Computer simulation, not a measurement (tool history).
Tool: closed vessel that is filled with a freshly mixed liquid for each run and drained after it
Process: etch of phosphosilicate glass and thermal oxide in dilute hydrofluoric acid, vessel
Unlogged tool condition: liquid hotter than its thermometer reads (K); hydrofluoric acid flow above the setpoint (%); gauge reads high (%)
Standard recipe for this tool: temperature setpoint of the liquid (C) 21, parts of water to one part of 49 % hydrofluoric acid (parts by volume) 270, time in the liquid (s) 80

run   hour  temperature setpoint of the liquid (C)  parts of water to one part of 49 % hydrofluoric acid (parts by volume)  time in the liquid (s)  wafers since the last listed run  hours since the thermometer was replaced  hours since the hydrofluoric acid flow meter was replaced  hours since the gauge calibration  read-back film thickness of the phosphosilicate glass reference wafer, read on the same gauge (nm)  read-back film thickness of the thermal oxide reference wafer, read on the same gauge (nm)  thickness taken off the phosphosilicate glass on a monitor wafer (Å)  thickness taken off the thermal oxide on a monitor wafer (Å)
  1      0                                      21                                                                     330                      80                                 0                                    1825.7                                                     2336.5                               62.2                                                                                               30.06                                                                                     149.982                                                                 145.6                                                          8.34
  2    8.9                                      21                                                                     330                      80                              1064                                    1834.6                                                     2345.4                               71.1                                                                                               30.01                                                                                     150.035                                                                 145.6                                                          8.76
  3   38.6                                      18                                                                     270                     100                              3553                                    1864.3                                                     2375.1                              100.8                                                                                                  30                                                                                     149.993                                                                 211.5                                                         11.95
  4   50.6                                      21                                                                     270                      50                              1435                                    1876.3                                                     2387.1                              112.8                                                                                               30.03                                                                                     149.986                                                                 117.6                                                          6.76
  5   67.2                                      21                                                                     270                      50                              1986                                    1892.9                                                     2403.7                              129.4                                                                                               30.03                                                                                     150.028                                                                 118.8                                                           7.2
  6   81.1                                      21                                                                     270                      80                              1663                                    1906.8                                                     2417.6                              143.3                                                                                               30.04                                                                                     149.995                                                                 190.3                                                         11.33
  7   92.6                                      21                                                                     270                      80                              1375                                    1918.3                                                     2429.1                              154.8                                                                                                  30                                                                                     149.988                                                                 191.4                                                         11.61
  8  109.3                                      21                                                                     175                      80                              1998                                      1935                                                     2445.8                              171.5                                                                                               30.02                                                                                     150.002                                                                 325.3                                                         18.88
  9  125.6                                      21                                                                     270                      80                              1950                                    1951.3                                                     2462.1                              187.8                                                                                               29.97                                                                                     150.015                                                                   191                                                         11.33
     137.3  -- hydrofluoric acid flow meter replaced
 10    140                                      24                                                                     370                      55                              1603                                    1965.7                                                        2.7                              202.2                                                                                               29.99                                                                                     150.004                                                                    95                                                          5.77
 11  156.6                                    19.5                                                                     235                      80                              1986                                    1982.3                                                       19.3                              218.8                                                                                               29.99                                                                                     149.982                                                                 213.4                                                         13.07
     168.6  -- thermometer replaced
 12  169.5                                      17                                                                     270                      30                              1423                                       0.9                                                       32.2                              231.7                                                                                               29.98                                                                                     150.011                                                                  55.1                                                          3.39
 13  183.5                                      17                                                                     270                     100                              1674                                      14.9                                                       46.2                              245.7                                                                                                  30                                                                                         150                                                                 185.3                                                         10.54
       192  -- gauge calibrated
 14  199.2                                      21                                                                     270                     125                              1878                                      30.6                                                       61.9                                7.2                                                                                                  30                                                                                     149.982                                                                 265.7                                                         15.16
 15  216.8                                    25.5                                                                     270                      60                              2105                                      48.2                                                       79.5                               24.8                                                                                               29.98                                                                                     150.024                                                                 149.6                                                          9.13
 16    234                                      21                                                                     270                      80                              2057                                      65.4                                                       96.7                                 42                                                                                               30.02                                                                                     149.994                                                                 170.7                                                          9.95
 17  248.4                                      21                                                                     270                      80                              1722                                      79.8                                                      111.1                               56.4                                                                                               30.01                                                                                     150.013                                                                 169.9                                                          9.81
 18  259.6                                    24.5                                                                     320                      45                              1339                                        91                                                      122.3                               67.6                                                                                               29.98                                                                                     149.987                                                                  87.4                                                          5.07

Forecast run 19:
 19  298.4                                      21                                                                     270                      80                              4642                                     129.8                                                      161.1                              106.4                                                                                                   ?                                                                                           ?                                                                     ?                                                             ?

read-back film thickness of the phosphosilicate glass reference wafer, read on the same gauge (nm): 30.03
read-back film thickness of the thermal oxide reference wafer, read on the same gauge (nm): 149.993
thickness taken off the phosphosilicate glass on a monitor wafer (Å): 171.8
thickness taken off the thermal oxide on a monitor wafer (Å): 10.17
Were there no unlogged condition in the tool, this run, its random variation unchanged, would have produced thickness taken off the phosphosilicate glass on a monitor wafer (Å) 169.9, thickness taken off the thermal oxide on a monitor wafer (Å) 10.05.
